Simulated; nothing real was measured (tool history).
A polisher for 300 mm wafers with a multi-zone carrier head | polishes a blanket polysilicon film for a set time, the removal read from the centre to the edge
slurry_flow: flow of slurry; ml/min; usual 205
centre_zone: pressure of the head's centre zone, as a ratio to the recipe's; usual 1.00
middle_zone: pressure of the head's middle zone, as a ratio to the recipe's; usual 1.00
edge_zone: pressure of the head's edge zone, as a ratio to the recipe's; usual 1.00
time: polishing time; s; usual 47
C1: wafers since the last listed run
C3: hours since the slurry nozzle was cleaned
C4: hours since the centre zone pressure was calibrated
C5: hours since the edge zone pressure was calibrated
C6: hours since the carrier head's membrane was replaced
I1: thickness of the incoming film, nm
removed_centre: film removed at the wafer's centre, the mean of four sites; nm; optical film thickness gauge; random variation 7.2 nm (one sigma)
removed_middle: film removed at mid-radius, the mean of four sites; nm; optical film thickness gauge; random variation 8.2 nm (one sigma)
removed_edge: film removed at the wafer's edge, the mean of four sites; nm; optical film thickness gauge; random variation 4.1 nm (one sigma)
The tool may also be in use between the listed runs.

run 1 hour=0.0 | slurry_flow=205 centre_zone=1.00 middle_zone=1.00 edge_zone=1.00 time=47 | C1=0 wafers_polished_on_this_pad=70 C3=504.7 C4=64.6 C5=866.7 C6=1659.1 | I1=2369.8 | removed_centre=613.5 removed_middle=640.2 removed_edge=598.3
-- hour=8.8 edge zone pressure recalibrated
run 2 hour=21.7 | slurry_flow=205 centre_zone=1.00 middle_zone=1.00 edge_zone=1.00 time=47 | C1=230 wafers_polished_on_this_pad=300 C3=526.4 C4=86.3 C5=12.9 C6=1680.8 | I1=2369.3 | removed_centre=608.7 removed_middle=639.9 removed_edge=606.6
-- hour=39.0 carrier head's membrane replaced by a new one
run 3 hour=39.5 | slurry_flow=205 centre_zone=1.00 middle_zone=1.00 edge_zone=1.00 time=47 | C1=149 wafers_polished_on_this_pad=449 C3=544.2 C4=104.1 C5=30.7 C6=0.5 | I1=2403.6 | removed_centre=623.2 removed_middle=635.1 removed_edge=597.6
run 4 hour=56.5 | slurry_flow=205 centre_zone=0.89 middle_zone=1.00 edge_zone=1.00 time=47 | C1=198 wafers_polished_on_this_pad=648 C3=561.2 C4=121.1 C5=47.7 C6=17.5 | I1=2404.0 | removed_centre=554.7 removed_middle=617.2 removed_edge=607.3
run 5 hour=69.6 | slurry_flow=205 centre_zone=1.00 middle_zone=1.00 edge_zone=1.00 time=47 | C1=153 wafers_polished_on_this_pad=801 C3=574.3 C4=134.2 C5=60.8 C6=30.6 | I1=2418.0 | removed_centre=609.3 removed_middle=611.4 removed_edge=607.1
run 6 hour=101.0 | slurry_flow=205 centre_zone=1.00 middle_zone=1.00 edge_zone=1.00 time=47 | C1=366 wafers_polished_on_this_pad=1168 C3=605.7 C4=165.6 C5=92.2 C6=62.0 | I1=2392.9 | removed_centre=601.5 removed_middle=626.0 removed_edge=605.5
run 7 hour=132.0 | slurry_flow=205 centre_zone=1.00 middle_zone=1.00 edge_zone=1.00 time=47 | C1=362 wafers_polished_on_this_pad=1530 C3=636.7 C4=196.6 C5=123.2 C6=93.0 | I1=2351.9 | removed_centre=605.7 removed_middle=647.0 removed_edge=603.6
run 8 hour=144.6 | slurry_flow=205 centre_zone=1.07 middle_zone=1.00 edge_zone=1.00 time=34 | C1=147 wafers_polished_on_this_pad=1677 C3=649.3 C4=209.2 C5=135.8 C6=105.6 | I1=2418.2 | removed_centre=471.2 removed_middle=453.1 removed_edge=438.8
-- hour=149.6 slurry nozzle cleaned
run 9 hour=179.2 | slurry_flow=205 centre_zone=1.11 middle_zone=1.03 edge_zone=1.06 time=41 | C1=392 wafers_polished_on_this_pad=2070 C3=29.6 C4=243.8 C5=170.4 C6=140.2 | I1=2411.0 | removed_centre=593.8 removed_middle=555.5 removed_edge=550.7
-- hour=190.6 worn pad replaced by a new one
run 10 hour=193.6 | slurry_flow=205 centre_zone=1.00 middle_zone=1.00 edge_zone=1.00 time=47 | C1=121 wafers_polished_on_this_pad=35 C3=44.0 C4=258.2 C5=184.8 C6=154.6 | I1=2382.3 | removed_centre=615.9 removed_middle=632.7 removed_edge=609.5
run 11 hour=277.8 | slurry_flow=205 centre_zone=1.00 middle_zone=0.90 edge_zone=1.00 time=53 | C1=983 wafers_polished_on_this_pad=1018 C3=128.2 C4=342.4 C5=269.0 C6=238.8 | I1=2359.6 | removed_centre=694.9 removed_middle=639.5 removed_edge=689.3
run 12 hour=295.3 | slurry_flow=170 centre_zone=1.00 middle_zone=1.00 edge_zone=1.00 time=47 | C1=204 wafers_polished_on_this_pad=1223 C3=145.7 C4=359.9 C5=286.5 C6=256.3 | I1=2385.6 | removed_centre=590.7 removed_middle=612.2 removed_edge=587.3
run 13 hour=323.1 | slurry_flow=205 centre_zone=0.92 middle_zone=1.00 edge_zone=1.00 time=35 | C1=324 wafers_polished_on_this_pad=1548 C3=173.5 C4=387.7 C5=314.3 C6=284.1 | I1=2349.5 | removed_centre=417.4 removed_middle=464.4 removed_edge=447.3
run 14 hour=337.3 | slurry_flow=245 centre_zone=1.07 middle_zone=1.09 edge_zone=0.89 time=47 | C1=165 wafers_polished_on_this_pad=1714 C3=187.7 C4=401.9 C5=328.5 C6=298.3 | I1=2378.6 | removed_centre=678.0 removed_middle=696.0 removed_edge=584.7
run 15 hour=355.6 | slurry_flow=205 centre_zone=1.00 middle_zone=1.00 edge_zone=1.00 time=47 | C1=213 wafers_polished_on_this_pad=1927 C3=206.0 C4=420.2 C5=346.8 C6=316.6 | I1=2404.6 | removed_centre=613.6 removed_middle=621.2 removed_edge=605.4
-- hour=371.5 worn pad replaced by a new one
run 16 hour=372.3 | slurry_flow=205 centre_zone=1.00 middle_zone=1.00 edge_zone=1.00 time=47 | C1=148 wafers_polished_on_this_pad=9 C3=222.7 C4=436.9 C5=363.5 C6=333.3 | I1=2399.1 | removed_centre=630.3 removed_middle=612.5 removed_edge=604.6
run 17 hour=401.2 | slurry_flow=155 centre_zone=1.11 middle_zone=0.89 edge_zone=1.08 time=47 | C1=337 wafers_polished_on_this_pad=347 C3=251.6 C4=465.8 C5=392.4 C6=362.2 | I1=2393.4 | removed_centre=638.6 removed_middle=531.9 removed_edge=605.3
run 18 hour=423.7 | slurry_flow=205 centre_zone=1.09 middle_zone=1.00 edge_zone=0.95 time=47 | C1=262 wafers_polished_on_this_pad=610 C3=274.1 C4=488.3 C5=414.9 C6=384.7 | I1=2414.4 | removed_centre=653.7 removed_middle=605.6 removed_edge=594.1
run 19 hour=451.4 | slurry_flow=205 centre_zone=1.00 middle_zone=1.00 edge_zone=1.00 time=47 | C1=323 wafers_polished_on_this_pad=933 C3=301.8 C4=516.0 C5=442.6 C6=412.4 | I1=2371.9 | removed_centre=612.8 removed_middle=623.2 removed_edge=599.1
run 20 hour=472.9 | slurry_flow=205 centre_zone=1.00 middle_zone=1.05 edge_zone=1.00 time=47 | C1=251 wafers_polished_on_this_pad=1185 C3=323.3 C4=537.5 C5=464.1 C6=433.9 | I1=2398.5 | removed_centre=618.2 removed_middle=650.3 removed_edge=602.8
run 21 hour=495.8 | slurry_flow=205 centre_zone=1.00 middle_zone=1.00 edge_zone=0.89 time=47 | C1=267 wafers_polished_on_this_pad=1452 C3=346.2 C4=560.4 C5=487.0 C6=456.8 | I1=2354.1 | removed_centre=620.4 removed_middle=634.9 removed_edge=575.7

Forecast each of these 5 alternatives for the next run:
run A hour=496.2 | slurry_flow=205 centre_zone=1.00 middle_zone=1.00 edge_zone=1.00 time=47 | C1=4 wafers_polished_on_this_pad=1457 C3=346.6 C4=560.8 C5=487.4 C6=457.2 | I1=2357.1 | removed_centre=? removed_middle=? removed_edge=?
run B hour=496.2 | slurry_flow=240 centre_zone=1.06 middle_zone=1.00 edge_zone=0.93 time=52 | C1=4 wafers_polished_on_this_pad=1457 C3=346.6 C4=560.8 C5=487.4 C6=457.2 | I1=2357.1 | removed_centre=? removed_middle=? removed_edge=?
run C hour=496.2 | slurry_flow=145 centre_zone=1.04 middle_zone=1.00 edge_zone=1.07 time=53 | C1=4 wafers_polished_on_this_pad=1457 C3=346.6 C4=560.8 C5=487.4 C6=457.2 | I1=2357.1 | removed_centre=? removed_middle=? removed_edge=?
run D hour=496.2 | slurry_flow=205 centre_zone=1.00 middle_zone=1.00 edge_zone=0.90 time=47 | C1=4 wafers_polished_on_this_pad=1457 C3=346.6 C4=560.8 C5=487.4 C6=457.2 | I1=2357.1 | removed_centre=? removed_middle=? removed_edge=?
run E hour=496.2 | slurry_flow=255 centre_zone=1.00 middle_zone=1.00 edge_zone=0.89 time=47 | C1=4 wafers_polished_on_this_pad=1457 C3=346.6 C4=560.8 C5=487.4 C6=457.2 | I1=2357.1 | removed_centre=? removed_middle=? removed_edge=?

run=A removed_centre=619.7 removed_middle=630.9 removed_edge=601.8
run=B removed_centre=745.2 removed_middle=713.6 removed_edge=655.9
run=C removed_centre=675.8 removed_middle=666.3 removed_edge=667.1
run=D removed_centre=619.7 removed_middle=631.0 removed_edge=575.0
run=E removed_centre=640.4 removed_middle=650.1 removed_edge=585.3
Without the tool's hidden state the same runs would have given:
run=A removed_centre=619.7 removed_middle=630.9 removed_edge=601.8
run=B removed_centre=745.2 removed_middle=713.6 removed_edge=655.9
run=C removed_centre=675.8 removed_middle=666.3 removed_edge=667.1
run=D removed_centre=619.7 removed_middle=631.0 removed_edge=575.0
run=E removed_centre=640.4 removed_middle=650.1 removed_edge=585.3

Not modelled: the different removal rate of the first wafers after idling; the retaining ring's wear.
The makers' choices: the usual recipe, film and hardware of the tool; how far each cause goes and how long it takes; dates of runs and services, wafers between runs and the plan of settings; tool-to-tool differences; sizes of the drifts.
